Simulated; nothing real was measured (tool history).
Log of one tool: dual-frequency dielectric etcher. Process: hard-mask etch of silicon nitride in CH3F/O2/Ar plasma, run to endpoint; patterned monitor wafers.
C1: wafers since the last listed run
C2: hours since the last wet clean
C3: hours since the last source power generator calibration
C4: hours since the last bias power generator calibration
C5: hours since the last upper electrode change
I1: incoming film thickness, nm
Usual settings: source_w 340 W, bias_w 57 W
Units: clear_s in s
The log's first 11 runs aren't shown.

run 12 hour=933.7 | source_w=340 bias_w=57 | C1=979 C2=534.4 C3=1906.4 C4=2565.7 C5=4398.5 | I1=41.16 | clear_s=61.7
run 13 hour=987.1 | source_w=340 bias_w=57 | C1=740 C2=587.8 C3=1959.8 C4=2619.1 C5=4451.9 | I1=40.99 | clear_s=61.1
-- hour=1064.0 wet clean of the chamber
-- hour=1149.5 upper electrode replaced
run 14 hour=1288.1 | source_w=370 bias_w=65 | C1=3506 C2=224.1 C3=2260.8 C4=2920.1 C5=138.6 | I1=40.76 | clear_s=54.7
-- hour=1304.4 bias power generator calibrated
run 15 hour=1334.6 | source_w=340 bias_w=61 | C1=589 C2=270.6 C3=2307.3 C4=30.2 C5=185.1 | I1=40.89 | clear_s=58.2
run 16 hour=1440.0 | source_w=300 bias_w=61 | C1=1460 C2=376.0 C3=2412.7 C4=135.6 C5=290.5 | I1=40.72 | clear_s=63.2
run 17 hour=1537.9 | source_w=270 bias_w=57 | C1=1356 C2=473.9 C3=2510.6 C4=233.5 C5=388.4 | I1=41.07 | clear_s=71.4
run 18 hour=1590.1 | source_w=400 bias_w=44 | C1=723 C2=526.1 C3=2562.8 C4=285.7 C5=440.6 | I1=40.94 | clear_s=61.3
run 19 hour=1645.1 | source_w=340 bias_w=57 | C1=762 C2=581.1 C3=2617.8 C4=340.7 C5=495.6 | I1=40.81 | clear_s=60.5
-- hour=1724.2 wet clean of the chamber
run 20 hour=1724.7 | source_w=340 bias_w=57 | C1=770 C2=0.5 C3=2697.4 C4=420.3 C5=575.2 | I1=40.60 | clear_s=59.5
-- hour=1758.7 source power generator calibrated
run 21 hour=1764.5 | source_w=340 bias_w=52 | C1=496 C2=40.3 C3=5.8 C4=460.1 C5=615.0 | I1=40.92 | clear_s=63.2
run 22 hour=1872.1 | source_w=340 bias_w=48 | C1=1491 C2=147.9 C3=113.4 C4=567.7 C5=722.6 | I1=41.10 | clear_s=66.1
run 23 hour=1972.0 | source_w=290 bias_w=46 | C1=1384 C2=247.8 C3=213.3 C4=667.6 C5=822.5 | I1=40.95 | clear_s=73.5
run 24 hour=2022.1 | source_w=300 bias_w=57 | C1=694 C2=297.9 C3=263.4 C4=717.7 C5=872.6 | I1=40.86 | clear_s=65.2
run 25 hour=2082.0 | source_w=320 bias_w=51 | C1=830 C2=357.8 C3=323.3 C4=777.6 C5=932.5 | I1=40.62 | clear_s=65.5
run 26 hour=2168.3 | source_w=300 bias_w=47 | C1=1196 C2=444.1 C3=409.6 C4=863.9 C5=1018.8 | I1=41.17 | clear_s=72.3
run 27 hour=2205.3 | source_w=380 bias_w=46 | C1=512 C2=481.1 C3=446.6 C4=900.9 C5=1055.8 | I1=40.69 | clear_s=62.1

Run 28 comes next. What will it give?
run 28 hour=2258.1 | source_w=300 bias_w=71 | C1=731 C2=533.9 C3=499.4 C4=953.7 C5=1108.6 | I1=41.01 | clear_s=?

{"run 28": {"clear_s": 59.6}}
Without the tool's hidden state the same run would have given clear_s 59.6 s.
